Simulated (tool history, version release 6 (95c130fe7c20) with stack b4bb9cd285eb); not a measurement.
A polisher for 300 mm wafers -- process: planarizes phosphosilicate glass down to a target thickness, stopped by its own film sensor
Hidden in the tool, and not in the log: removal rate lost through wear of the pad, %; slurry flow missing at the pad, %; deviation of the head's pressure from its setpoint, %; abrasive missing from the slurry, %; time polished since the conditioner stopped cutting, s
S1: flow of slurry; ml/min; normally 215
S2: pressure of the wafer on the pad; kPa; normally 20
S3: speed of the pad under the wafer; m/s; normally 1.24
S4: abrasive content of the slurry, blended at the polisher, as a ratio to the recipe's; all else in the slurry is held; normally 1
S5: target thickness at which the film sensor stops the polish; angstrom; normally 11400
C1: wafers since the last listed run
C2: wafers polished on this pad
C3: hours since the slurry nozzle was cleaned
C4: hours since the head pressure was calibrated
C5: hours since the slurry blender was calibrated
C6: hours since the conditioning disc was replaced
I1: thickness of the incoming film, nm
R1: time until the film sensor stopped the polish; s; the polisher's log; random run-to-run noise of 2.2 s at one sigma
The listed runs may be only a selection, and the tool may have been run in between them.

run	hour	S1	S2	S3	S4	S5	C1	C2	C3	C4	C5	C6	I1	R1
1	0	215	20	1.24	1	11400	0	791	356.4	699.5	74.3	62.9	2344.4	126.2
# hour 28.4: slurry nozzle cleaned
2	59.9	215	20	1.24	1	11400	294	1085	31.5	759.4	134.2	122.8	2362.2	130.4
# hour 122: worn pad replaced by a new one
3	124.6	215	20	1.24	1	11400	303	12	96.2	824.1	198.9	187.5	2349.2	112.9
4	192	215	20	1.24	1	11400	337	349	163.6	891.5	266.3	254.9	2368.1	118.1
# hour 196.4: slurry blender recalibrated
5	250.4	215	20	1.24	1	11400	282	631	222	949.9	54	313.3	2361.2	119.7
6	290.2	215	20	1.24	1	11400	199	831	261.8	989.7	93.8	353.1	2336.3	122.7
# hour 313: conditioning disc replaced and pad reconditioned
7	337	215	20	1.24	1	11400	224	1055	308.6	1036.5	140.6	24	2365.4	127.9
8	363.7	150	20	1	1.2	11400	133	1188	335.3	1063.2	167.3	50.7	2372.9	155.8
9	412.7	215	20	1.24	1	11400	245	1433	384.3	1112.2	216.3	99.7	2335	128.2
# hour 446.6: slurry nozzle cleaned
# hour 452.5: worn pad replaced by a new one, of another model than before
10	464	145	20	1.24	1	11400	231	57	17.4	1163.5	267.6	151	2359.1	119.2
# hour 485.2: slurry blender recalibrated
11	501.6	215	20	1.24	1	11400	178	235	55	1201.1	16.4	188.6	2349.6	117.2
12	533.9	215	25.5	1.24	1	9220	161	397	87.3	1233.4	48.7	220.9	2315.7	117.2
13	572.6	265	25.5	1.62	1	11400	193	590	126	1272.1	87.4	259.6	2351.3	89.6
# hour 599.7: head pressure recalibrated
14	617.5	215	20	1.24	1	11400	214	805	170.9	17.8	132.3	304.5	2357.8	124
15	655.1	250	22.8	1.04	1.25	11400	188	993	208.5	55.4	169.9	342.1	2352.9	115.3
16	707.2	215	20	1.24	1	11400	260	1254	260.6	107.5	222	394.2	2300.2	122.6
# hour 728.4: worn pad replaced by a new one
# hour 745.4: conditioning disc replaced and pad reconditioned
# hour 746.7: slurry blender recalibrated
17	754.1	280	14.5	0.82	1	12520	197	112	307.5	154.4	7.4	8.7	2337.2	155.1
18	805.1	145	25.5	1.6	1	9060	255	367	358.5	205.4	58.4	59.7	2384.7	106.4
# hour 817.3: slurry nozzle cleaned
19	857.3	215	20	1.24	0.85	11400	256	623	40	257.6	110.6	111.9	2365.9	132.6
20	927.1	215	20	1.52	0.7	11400	349	972	109.8	327.4	180.4	181.7	2387.4	134.6
21	953.9	150	20	1	1.2	11400	134	1106	136.6	354.2	207.2	208.5	2380.7	141.3
22	1001.2	215	20	1.24	1	11400	236	1343	183.9	401.5	254.5	255.8	2338.4	131.9
# hour 1007.6: worn pad replaced by a new one
# hour 1015.3: slurry blender recalibrated
23	1071.5	215	17.9	1.04	1.2	14640	321	309	254.2	471.8	56.2	326.1	2372.8	95.4
24	1111.7	240	20	1.24	1.25	7660	201	510	294.4	512	96.4	366.3	2358.3	145.7

Alternative continuations, all from the tool just after run 24; predict every row:
A	1112.2	215	20	1.24	1	11400	2	513	294.9	512.5	96.9	366.8	2312.3	?
B	1112.2	285	20	0.92	1.25	13560	2	513	294.9	512.5	96.9	366.8	2312.3	?
C	1112.2	265	17.2	1.38	0.9	11400	2	513	294.9	512.5	96.9	366.8	2312.3	?
D	1112.2	215	20	1.36	0.85	10100	2	513	294.9	512.5	96.9	366.8	2312.3	?
E	1112.2	250	20	1.24	1.25	11400	2	513	294.9	512.5	96.9	366.8	2312.3	?

run	R1
A	119.5
B	103.5
C	125.6
D	134.2
E	108.2
The same runs, with their run-to-run variation unchanged, on a tool lacking any hidden condition would have given:
run	R1
A	111.8
B	96.8
C	117.5
D	125.6
E	101.3

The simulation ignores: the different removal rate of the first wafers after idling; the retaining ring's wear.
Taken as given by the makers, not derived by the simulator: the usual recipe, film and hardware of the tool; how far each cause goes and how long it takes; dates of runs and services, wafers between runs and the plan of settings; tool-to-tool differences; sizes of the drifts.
